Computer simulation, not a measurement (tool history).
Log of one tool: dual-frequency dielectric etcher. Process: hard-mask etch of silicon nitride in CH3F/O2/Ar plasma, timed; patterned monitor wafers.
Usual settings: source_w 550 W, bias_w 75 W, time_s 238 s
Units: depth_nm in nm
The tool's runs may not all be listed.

run,hour,source_w,bias_w,time_s,"read-back reference wafer on the same gauge, depth_nm",depth_nm
1,0,450,67,238,177.1,156.2
2,51.7,450,67,238,177,157
3,83.4,450,67,238,177.1,156.3
4,139.4,620,75,206.5,177.2,157.4
# hour 209.6: wet clean of the chamber
5,210.1,620,75,206.5,177,164.5
6,246.3,620,75,206.5,176.9,162.8
# hour 288.9: upper electrode replaced
7,295.7,550,75,200,177,152
8,339.8,550,75,200,177.1,150.4
# hour 362.2: source power generator calibrated
9,384.3,550,75,200,176.9,150.9
10,420.5,550,75,238,176.9,179.1
11,487.2,550,75,238,177.1,178.8
12,513.7,550,70,294.5,176.9,214.6
13,540.3,410,56,238,176.8,143.4
14,575.8,610,75,258,177.1,198.3
15,734.9,550,92,238,177.2,188.8
16,791.2,550,75,200,177.2,146
17,840.5,550,75,238,177.1,173.7
18,879.9,430,75,238,177,160.9
# hour 911.6: wet clean of the chamber
19,949.4,650,60,203.5,176.8,151.4
20,996.8,670,86,257,176.9,221
# hour 1013.4: bias power generator calibrated
21,1055.1,550,75,238,176.8,179.5
22,1103.1,550,90,266.5,177,217
# hour 1111.5: gauge calibrated
23,1133.3,620,62,297,176.9,217
24,1188.4,690,86,284,177.2,243.7
25,1231.5,500,75,302,177.1,218.1
26,1299.1,550,65,238,177,168.3
27,1339.8,620,75,238,177.1,184.3
28,1376.1,550,62,217,177,150.2
29,1443,550,75,305.5,177,223.9
30,1501.3,630,56,238,177.2,164.6

What the log doesn't show, run by run:
source power that arrives over what is set, %: 0 in every run
bias power that arrives over what is set, %: 0 in every run
gauge reads high (%): 0 in every run
H1: etch rate over this chamber's usual, %
run,H1
1,-3.65
2,-3.99
3,-4.19
4,-4.55
5,-0.183
6,-0.415
7,-0.731
8,-1.01
9,-1.3
10,-1.53
11,-1.96
12,-2.13
13,-2.3
14,-2.53
15,-3.55
16,-3.91
17,-4.22
18,-4.48
19,-0.343
20,-0.647
21,-1.02
22,-1.33
23,-1.52
24,-1.87
25,-2.15
26,-2.58
27,-2.84
28,-3.08
29,-3.51
30,-3.88

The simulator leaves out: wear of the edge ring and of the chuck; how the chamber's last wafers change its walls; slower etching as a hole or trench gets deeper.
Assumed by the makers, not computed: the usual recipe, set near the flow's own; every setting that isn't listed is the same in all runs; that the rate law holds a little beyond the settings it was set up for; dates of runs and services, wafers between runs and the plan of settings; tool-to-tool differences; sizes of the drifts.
